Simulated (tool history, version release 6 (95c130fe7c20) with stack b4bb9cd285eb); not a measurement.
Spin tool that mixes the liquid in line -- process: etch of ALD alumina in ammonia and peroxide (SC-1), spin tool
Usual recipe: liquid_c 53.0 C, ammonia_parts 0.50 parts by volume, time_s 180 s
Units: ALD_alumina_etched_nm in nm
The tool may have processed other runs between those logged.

| run | day | liquid_c | ammonia_parts | time_s | read-back film thickness of the ALD alumina reference wafer, read on the same gauge (nm) | ALD_alumina_etched_nm |
|---|---|---|---|---|---|---|
| 1 | 0.000 | 53.0 | 0.50 | 180 | 120.01 | 7.70 |
| 2 | 0.704 | 53.0 | 0.55 | 180 | 120.01 | 7.90 |
|  | 1.271 | thermometer replaced |
| 3 | 1.342 | 53.0 | 0.55 | 180 | 120.00 | 7.77 |
| 4 | 1.658 | 59.5 | 0.65 | 180 | 120.00 | 11.34 |
| 5 | 2.004 | 53.0 | 0.50 | 180 | 119.99 | 7.74 |
| 6 | 2.288 | 53.0 | 0.50 | 115 | 120.00 | 4.91 |
| 7 | 2.550 | 53.0 | 0.50 | 140 | 119.98 | 6.03 |
| 8 | 2.838 | 45.0 | 0.50 | 135 | 119.99 | 3.68 |
|  | 3.471 | new drum of ammonia solution connected |
| 9 | 3.579 | 53.0 | 0.50 | 180 | 120.02 | 7.75 |
|  | 3.625 | gauge calibrated |
| 10 | 4.117 | 57.0 | 0.35 | 215 | 120.00 | 10.99 |
| 11 | 4.367 | 59.0 | 0.50 | 280 | 120.01 | 16.58 |
|  | 4.912 | heated supply line repaired |
| 12 | 4.933 | 53.0 | 0.65 | 230 | 120.01 | 11.62 |
| 13 | 5.554 | 61.5 | 0.50 | 180 | 119.99 | 13.88 |
| 14 | 5.833 | 60.5 | 0.35 | 135 | 119.98 | 9.36 |
| 15 | 6.421 | 47.5 | 0.30 | 225 | 119.99 | 7.79 |
| 16 | 6.967 | 45.0 | 0.30 | 285 | 120.01 | 8.54 |
| 17 | 7.262 | 43.5 | 0.35 | 80 | 120.00 | 2.24 |
| 18 | 7.979 | 53.0 | 0.50 | 180 | 120.01 | 8.92 |
| 19 | 8.325 | 53.0 | 0.35 | 180 | 120.00 | 8.43 |
| 20 | 9.058 | 46.5 | 0.40 | 130 | 119.99 | 4.31 |
| 21 | 9.700 | 57.5 | 0.50 | 180 | 120.01 | 11.18 |
| 22 | 10.192 | 50.0 | 0.70 | 105 | 120.00 | 4.52 |
| 23 | 10.712 | 44.0 | 0.40 | 75 | 120.02 | 2.11 |
| 24 | 11.121 | 53.0 | 0.50 | 180 | 119.99 | 8.69 |

5 options for the next run, each taken on its own from the tool as it stands now. Forecast them:
| A | 11.142 | 53.0 | 0.50 | 255 | ? | ? |
| B | 11.142 | 57.0 | 0.70 | 240 | ? | ? |
| C | 11.142 | 56.0 | 0.40 | 180 | ? | ? |
| D | 11.142 | 53.0 | 0.50 | 85 | ? | ? |
| E | 11.142 | 58.5 | 0.35 | 270 | ? | ? |

| run | read-back film thickness of the ALD alumina reference wafer, read on the same gauge (nm) | ALD_alumina_etched_nm |
|---|---|---|
| A | 120.01 | 12.31 |
| B | 120.01 | 14.81 |
| C | 120.01 | 9.99 |
| D | 120.01 | 4.10 |
| E | 120.01 | 16.87 |
Take away the tool's hidden state, keep each run's random variation, and the runs would have read:
| run | ALD_alumina_etched_nm |
|---|---|
| A | 12.59 |
| B | 15.13 |
| C | 10.21 |
| D | 4.20 |
| E | 17.23 |
